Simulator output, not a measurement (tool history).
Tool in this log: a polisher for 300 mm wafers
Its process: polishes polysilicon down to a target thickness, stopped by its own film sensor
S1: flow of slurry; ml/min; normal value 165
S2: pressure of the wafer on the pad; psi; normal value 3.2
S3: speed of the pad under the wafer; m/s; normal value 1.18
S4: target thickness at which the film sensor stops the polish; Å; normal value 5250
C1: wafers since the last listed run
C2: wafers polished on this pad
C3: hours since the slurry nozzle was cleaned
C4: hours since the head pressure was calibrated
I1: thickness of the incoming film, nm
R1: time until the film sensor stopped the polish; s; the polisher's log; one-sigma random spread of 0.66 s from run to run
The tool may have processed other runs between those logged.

Run 1, hour 0.0: usual settings but S3 1.36 m/s; C1 0; C2 1129; C3 168.0; C4 1031.9; I1 1358.5. Result: R1 71.1 s.
At hour 20.6: worn pad replaced by a new one.
Run 2, hour 23.8: usual settings but S3 1.36 m/s; C1 128; C2 21; C3 191.8; C4 1055.7; I1 1347.1. Result: R1 70.8 s.
At hour 34.0: slurry nozzle cleaned.
Run 3, hour 50.9: usual settings but S3 1.36 m/s; C1 169; C2 190; C3 16.9; C4 1082.8; I1 1336.3. Result: R1 69.4 s.
Run 4, hour 68.3: usual settings; C1 112; C2 303; C3 34.3; C4 1100.2; I1 1353.7. Result: R1 78.0 s.
Run 5, hour 90.7: usual settings; C1 145; C2 448; C3 56.7; C4 1122.6; I1 1337.4. Result: R1 76.6 s.
Run 6, hour 116.6: usual settings; C1 167; C2 616; C3 82.6; C4 1148.5; I1 1356.2. Result: R1 78.5 s.
Run 7, hour 133.6: usual settings; C1 110; C2 726; C3 99.6; C4 1165.5; I1 1353.1. Result: R1 78.6 s.
Run 8, hour 169.3: usual settings; C1 231; C2 958; C3 135.3; C4 1201.2; I1 1337.3. Result: R1 75.3 s.
Run 9, hour 193.5: usual settings; C1 156; C2 1115; C3 159.5; C4 1225.4; I1 1337.5. Result: R1 76.3 s.
Run 10, hour 217.7: usual settings; C1 156; C2 1272; C3 183.7; C4 1249.6; I1 1349.2. Result: R1 77.8 s.
At hour 229.0: slurry nozzle cleaned.
Run 11, hour 229.8: usual settings but S1 210 ml/min, S2 2.9 psi; C1 71; C2 1344; C3 0.8; C4 1261.7; I1 1351.3. Result: R1 82.3 s.
At hour 246.7: worn pad replaced by a new one.
Run 12, hour 265.2: usual settings; C1 203; C2 119; C3 36.2; C4 1297.1; I1 1356.6. Result: R1 78.2 s.
Run 13, hour 293.2: usual settings but S3 0.98 m/s, S4 7850 Å; C1 181; C2 301; C3 64.2; C4 1325.1; I1 1356.7. Result: R1 60.1 s.
Run 14, hour 322.4: usual settings but S1 120 ml/min, S3 0.86 m/s, S4 7370 Å; C1 189; C2 491; C3 93.4; C4 1354.3; I1 1346.2. Result: R1 74.0 s.
At hour 324.8: head pressure recalibrated.
Run 15, hour 337.9: usual settings but S1 135 ml/min, S3 0.96 m/s; C1 87; C2 578; C3 108.9; C4 13.1; I1 1326.4. Result: R1 88.0 s.
Run 16, hour 440.0: usual settings but S1 145 ml/min, S3 1.42 m/s; C1 662; C2 1240; C3 211.0; C4 115.2; I1 1360.2. Result: R1 71.8 s.
At hour 445.7: slurry nozzle cleaned.
At hour 463.5: worn pad replaced by a new one.
Run 17, hour 474.8: usual settings but S3 1.34 m/s, S4 6960 Å; C1 193; C2 73; C3 29.1; C4 150.0; I1 1342.1. Result: R1 55.6 s.
Run 18, hour 507.5: usual settings but S2 2.8 psi, S3 1.40 m/s, S4 6330 Å; C1 212; C2 285; C3 61.8; C4 182.7; I1 1349.0. Result: R1 69.2 s.
Run 19, hour 520.3: usual settings; C1 83; C2 368; C3 74.6; C4 195.5; I1 1360.8. Result: R1 78.2 s.
Run 20, hour 546.8: usual settings but S3 1.36 m/s; C1 171; C2 540; C3 101.1; C4 222.0; I1 1381.0. Result: R1 74.6 s.
Run 21, hour 571.0: usual settings; C1 156; C2 697; C3 125.3; C4 246.2; I1 1377.3. Result: R1 81.5 s.
Run 22, hour 589.4: usual settings but S2 2.4 psi, S4 3930 Å; C1 119; C2 816; C3 143.7; C4 264.6; I1 1330.3. Result: R1 118.6 s.

4 options for the next run, each taken on its own from the tool as it stands now. Forecast them:
Run A, hour 589.8: usual settings; C1 2; C2 819; C3 144.1; C4 265.0; I1 1339.3. Result: R1 ?.
Run B, hour 589.8: usual settings but S4 4430 Å; C1 2; C2 819; C3 144.1; C4 265.0; I1 1339.3. Result: R1 ?.
Run C, hour 589.8: usual settings but S1 205 ml/min, S3 0.96 m/s, S4 4350 Å; C1 2; C2 819; C3 144.1; C4 265.0; I1 1339.3. Result: R1 ?.
Run D, hour 589.8: usual settings but S1 110 ml/min, S2 4.1 psi; C1 2; C2 819; C3 144.1; C4 265.0; I1 1339.3. Result: R1 ?.

run    R1
  A  76.6
  B  84.3
  C  93.2
  D  65.4
What these runs would have given with no unlogged condition in the tool:
run    R1
  A  76.6
  B  84.3
  C  93.2
  D  65.4

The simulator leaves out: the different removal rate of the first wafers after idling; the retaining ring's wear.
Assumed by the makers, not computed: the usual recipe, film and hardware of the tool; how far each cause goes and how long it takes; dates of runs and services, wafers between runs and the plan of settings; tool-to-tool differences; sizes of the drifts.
